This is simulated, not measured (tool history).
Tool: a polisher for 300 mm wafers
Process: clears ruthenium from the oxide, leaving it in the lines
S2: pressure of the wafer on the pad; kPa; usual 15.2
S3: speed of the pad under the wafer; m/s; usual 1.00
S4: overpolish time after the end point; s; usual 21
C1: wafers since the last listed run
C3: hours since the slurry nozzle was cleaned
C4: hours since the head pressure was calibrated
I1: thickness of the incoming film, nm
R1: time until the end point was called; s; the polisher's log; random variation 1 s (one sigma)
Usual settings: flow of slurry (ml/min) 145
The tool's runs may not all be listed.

Run 1, day 0.000: usual settings; C1 0; wafers polished on this pad 635; C3 123.7; C4 160.0; I1 120.5. Result: R1 80.0 s.
Run 2, day 0.417: usual settings; C1 79; wafers polished on this pad 714; C3 133.7; C4 170.0; I1 120.0. Result: R1 78.1 s.
Run 3, day 1.125: usual settings; C1 134; wafers polished on this pad 849; C3 150.7; C4 187.0; I1 120.4. Result: R1 78.9 s.
At day 1.496: worn pad replaced by a new one.
Run 4, day 1.612: usual settings; C1 60; wafers polished on this pad 22; C3 162.4; C4 198.7; I1 120.4. Result: R1 76.7 s.
Run 5, day 2.308: usual settings but flow of slurry (ml/min) 175, S2 12.4 kPa; C1 132; wafers polished on this pad 154; C3 179.1; C4 215.4; I1 118.7. Result: R1 86.9 s.
Run 6, day 2.825: usual settings but flow of slurry (ml/min) 175, S2 12.4 kPa; C1 98; wafers polished on this pad 252; C3 191.5; C4 227.8; I1 121.4. Result: R1 87.9 s.
Run 7, day 3.112: usual settings but S2 17.2 kPa; C1 54; wafers polished on this pad 306; C3 198.4; C4 234.7; I1 121.8. Result: R1 71.4 s.
Run 8, day 3.392: usual settings; C1 53; wafers polished on this pad 359; C3 205.1; C4 241.4; I1 119.5. Result: R1 76.6 s.
Run 9, day 4.062: usual settings; C1 127; wafers polished on this pad 487; C3 221.2; C4 257.5; I1 119.8. Result: R1 77.8 s.
Run 10, day 4.767: usual settings; C1 133; wafers polished on this pad 621; C3 238.1; C4 274.4; I1 120.1. Result: R1 78.2 s.
Run 11, day 5.246: usual settings; C1 91; wafers polished on this pad 712; C3 249.6; C4 285.9; I1 118.3. Result: R1 76.7 s.
At day 6.550: worn pad replaced by a new one.
Run 12, day 6.571: usual settings but S4 31 s; C1 220; wafers polished on this pad 3; C3 281.4; C4 317.7; I1 120.5. Result: R1 78.0 s.
Run 13, day 6.921: usual settings but S4 31 s; C1 66; wafers polished on this pad 70; C3 289.8; C4 326.1; I1 118.3. Result: R1 75.4 s.
Run 14, day 7.338: usual settings but S4 31 s; C1 79; wafers polished on this pad 149; C3 299.8; C4 336.1; I1 119.3. Result: R1 77.4 s.
Run 15, day 7.667: usual settings; C1 62; wafers polished on this pad 211; C3 307.7; C4 344.0; I1 119.6. Result: R1 75.8 s.
Run 16, day 8.417: usual settings but S3 1.28 m/s, S4 31 s; C1 142; wafers polished on this pad 354; C3 325.7; C4 362.0; I1 121.4. Result: R1 66.0 s.
Run 17, day 8.879: usual settings but flow of slurry (ml/min) 165; C1 87; wafers polished on this pad 442; C3 336.8; C4 373.1; I1 118.6. Result: R1 75.9 s.
Run 18, day 9.133: usual settings but flow of slurry (ml/min) 100, S2 19.3 kPa, S3 0.68 m/s, S4 28 s; C1 48; wafers polished on this pad 490; C3 342.9; C4 379.2; I1 121.0. Result: R1 93.4 s.
Run 19, day 9.583: usual settings but flow of slurry (ml/min) 170, S4 28 s; C1 85; wafers polished on this pad 575; C3 353.7; C4 390.0; I1 119.1. Result: R1 74.4 s.
Run 20, day 10.062: usual settings; C1 91; wafers polished on this pad 666; C3 365.2; C4 401.5; I1 121.0. Result: R1 76.5 s.
Run 21, day 10.675: usual settings; C1 116; wafers polished on this pad 783; C3 379.9; C4 416.2; I1 122.4. Result: R1 78.2 s.
Run 22, day 11.100: usual settings but S3 1.18 m/s, S4 28 s; C1 80; wafers polished on this pad 864; C3 390.1; C4 426.4; I1 121.7. Result: R1 68.2 s.
Run 23, day 11.712: usual settings but flow of slurry (ml/min) 100, S2 13.8 kPa, S4 11 s; C1 116; wafers polished on this pad 980; C3 404.8; C4 441.1; I1 120.8. Result: R1 90.7 s.
Run 24, day 12.121: usual settings but S2 18.6 kPa, S3 1.12 m/s, S4 30 s; C1 77; wafers polished on this pad 1057; C3 414.6; C4 450.9; I1 120.2. Result: R1 59.9 s.
At day 12.496: worn pad replaced by a new one.
At day 12.496: head pressure recalibrated.
Run 25, day 12.546: usual settings; C1 64; wafers polished on this pad 9; C3 424.8; C4 1.2; I1 119.1. Result: R1 82.9 s.
Run 26, day 12.983: usual settings but flow of slurry (ml/min) 185, S2 17.9 kPa, S3 1.12 m/s, S4 26 s; C1 83; wafers polished on this pad 92; C3 435.3; C4 11.7; I1 121.1. Result: R1 66.1 s.
Run 27, day 13.629: usual settings but S4 28 s; C1 122; wafers polished on this pad 215; C3 450.8; C4 27.2; I1 121.5. Result: R1 81.1 s.
Run 28, day 13.954: usual settings but S2 18.6 kPa; C1 61; wafers polished on this pad 276; C3 458.6; C4 35.0; I1 122.1. Result: R1 70.5 s.
At day 14.288: slurry nozzle cleaned.
Run 29, day 14.646: usual settings; C1 123; wafers polished on this pad 400; C3 8.6; C4 51.6; I1 120.1. Result: R1 80.6 s.
Run 30, day 15.388: usual settings; C1 140; wafers polished on this pad 541; C3 26.4; C4 69.4; I1 117.6. Result: R1 80.6 s.
Run 31, day 15.992: usual settings but flow of slurry (ml/min) 195, S2 19.3 kPa, S3 1.30 m/s, S4 24 s; C1 114; wafers polished on this pad 655; C3 40.9; C4 83.9; I1 117.9. Result: R1 51.1 s.
Run 32, day 16.712: usual settings; C1 136; wafers polished on this pad 792; C3 58.2; C4 101.2; I1 120.3. Result: R1 79.5 s.
At day 17.025: worn pad replaced by a new one.
Run 33, day 17.083: usual settings but flow of slurry (ml/min) 175, S3 0.76 m/s, S4 30 s; C1 38; wafers polished on this pad 11; C3 67.1; C4 110.1; I1 119.2. Result: R1 93.3 s.
Run 34, day 19.021: usual settings but flow of slurry (ml/min) 105, S2 20.0 kPa, S4 32 s; C1 367; wafers polished on this pad 379; C3 113.6; C4 156.6; I1 119.4. Result: R1 68.8 s.
Run 35, day 19.550: usual settings but flow of slurry (ml/min) 175, S2 11.0 kPa, S4 32 s; C1 100; wafers polished on this pad 479; C3 126.3; C4 169.3; I1 121.6. Result: R1 96.5 s.
Run 36, day 20.200: usual settings; C1 123; wafers polished on this pad 603; C3 141.9; C4 184.9; I1 117.8. Result: R1 76.3 s.

The same runs without the tool's hidden state, with the same run-to-run variation:
The hidden state here: removal rate lost through wear of the pad, %; slurry flow missing at the pad, %; deviation of the head's pressure from its setpoint, %.
run     R1
  1   86.0
  2   84.1
  3   85.2
  4   83.0
  5   94.3
  6   95.6
  7   77.7
  8   83.4
  9   84.9
 10   85.5
 11   84.0
 12   85.6
 13   82.9
 14   85.1
 15   83.4
 16   72.7
 17   83.7
 18  103.0
 19   82.1
 20   84.5
 21   86.4
 22   75.4
 23  100.3
 24   66.3
 25   84.5
 26   67.7
 27   83.8
 28   73.1
 29   84.1
 30   84.7
 31   54.0
 32   84.4
 33   99.2
 34   74.0
 35  104.0
 36   82.5
